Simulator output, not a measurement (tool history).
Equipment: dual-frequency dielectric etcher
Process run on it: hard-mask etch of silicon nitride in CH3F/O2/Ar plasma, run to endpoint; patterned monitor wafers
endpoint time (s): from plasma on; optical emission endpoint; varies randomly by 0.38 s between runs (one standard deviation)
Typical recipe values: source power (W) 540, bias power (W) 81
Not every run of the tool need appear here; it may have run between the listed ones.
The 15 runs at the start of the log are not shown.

run	hour	source power (W)	bias power (W)	wafers since the last listed run	hours since the last wet clean	hours since the last source power generator calibration	hours since the last bias power generator calibration	hours since the last upper electrode change	incoming incoming film thickness, nm	endpoint time (s)
16	785.8	540	81	455	267.7	95.4	4647.6	363.4	38.09	49.8
17	837.6	540	91	744	319.5	147.2	4699.4	415.2	37.37	46.6
# hour 909.7: wet clean of the chamber
18	910.2	540	81	698	0.5	219.8	4772	487.8	37.56	46.9
# hour 966.9: bias power generator calibrated
19	970.1	660	65	803	60.4	279.7	3.2	547.7	37.62	45.7
20	1022.4	580	72	752	112.7	332	55.5	600	38.06	47.6
21	1069.6	540	81	678	159.9	379.2	102.7	647.2	37.65	47.1
22	1100.9	540	81	450	191.2	410.5	134	678.5	38.14	48.9
23	1127.4	590	98	381	217.7	437	160.5	705	38.05	44.8
24	1199.1	540	81	1031	289.4	508.7	232.2	776.7	38.07	49.1
25	1258.7	540	73	857	349	568.3	291.8	836.3	37.78	50.5
# hour 1285.8: wet clean of the chamber
26	1288.4	540	81	81	2.6	598	321.5	866	37.92	46.6
27	1329.8	410	71	595	44	639.4	362.9	907.4	38.32	54.6
28	1362.4	610	94	468	76.6	672	395.5	940	37.74	42.4
29	1404.6	430	86	606	118.8	714.2	437.7	982.2	38	51.5
30	1468	430	94	911	182.2	777.6	501.1	1045.6	37.82	50.1
31	1535.7	480	97	973	249.9	845.3	568.8	1113.3	38.05	48.2
32	1565.3	620	91	425	279.5	874.9	598.4	1142.9	37.54	43.3
33	1630.2	540	81	933	344.4	939.8	663.3	1207.8	37.89	48.1
34	1655.6	680	92	365	369.8	965.2	688.7	1233.2	37.58	42.5
# hour 1681.3: wet clean of the chamber
35	1724.5	540	81	645	43.2	1034.1	757.6	1302.1	38.24	47.5
36	1755.5	600	90	445	74.2	1065.1	788.6	1333.1	37.82	43.9

Forecast each of these 3 alternatives for the next run:
A	1755.9	540	81	5	74.6	1065.5	789	1333.5	37.92	?
B	1755.9	470	89	5	74.6	1065.5	789	1333.5	37.92	?
C	1755.9	650	67	5	74.6	1065.5	789	1333.5	37.92	?

run	endpoint time (s)
A	46.6
B	48.3
C	45
Had the tool no hidden state, the same runs would have come out as:
run	endpoint time (s)
A	46.5
B	48.1
C	44.9
